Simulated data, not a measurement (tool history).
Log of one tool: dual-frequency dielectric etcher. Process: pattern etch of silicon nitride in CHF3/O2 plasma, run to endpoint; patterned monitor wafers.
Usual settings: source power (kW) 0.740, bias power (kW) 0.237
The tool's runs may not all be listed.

run,hour,source power (kW),bias power (kW),"incoming incoming film thickness, nm",endpoint time (s)
1,0.0,0.610,0.224,78.9,45.5
2,7.2,0.740,0.237,79.6,42.5
3,14.1,0.740,0.237,79.1,42.1
4,24.6,0.740,0.214,78.8,44.9
5,34.5,0.740,0.237,80.5,43.0
6,44.9,0.660,0.220,80.1,45.8
7,52.1,0.660,0.220,80.2,45.9
8,68.1,0.630,0.260,79.2,41.6
9,95.3,0.740,0.237,79.9,44.4
10,97.8,0.740,0.237,79.6,44.5
11,109.0,0.740,0.237,79.6,44.8
12,130.0,0.740,0.251,79.6,43.3
13,139.9,0.740,0.267,79.8,42.0
14,153.0,0.740,0.237,79.0,43.7
15,169.7,0.740,0.237,80.3,44.1
16,179.9,0.740,0.237,79.5,44.7
17,197.2,0.670,0.287,79.5,41.2
18,226.0,0.860,0.289,79.7,38.1
19,226.4,0.600,0.218,79.8,48.7
20,227.0,0.910,0.192,79.4,46.6
21,238.9,0.670,0.220,78.5,46.2
22,245.9,0.890,0.201,80.6,45.7
23,254.0,0.740,0.237,79.4,43.6
24,264.1,0.650,0.269,80.6,42.5
25,280.7,0.630,0.266,79.2,42.5
26,294.2,0.560,0.276,79.4,43.4

Taken out of this log: 4 entries between the listed runs. Where each belongs, and how the hidden state differs across it:
Between runs 8 and 9: wet clean of the chamber (hour 94.8)
  etch rate over this chamber's usual, %: 5.18 -> -0.356
  measured less the result without the state, endpoint time (s): -2.2 -> +0.1
Between runs 14 and 15: source power generator calibrated (hour 159.3); bias power generator calibrated (hour 163.4)
  etch rate over this chamber's usual, %: 0.199 -> 0.36
  measured less the result without the state, endpoint time (s): -0.1 -> -0.1
Between runs 17 and 18: upper electrode replaced (hour 225.5)
  etch rate over this chamber's usual, %: 0.625 -> 0.902
  measured less the result without the state, endpoint time (s): -0.3 -> -0.3
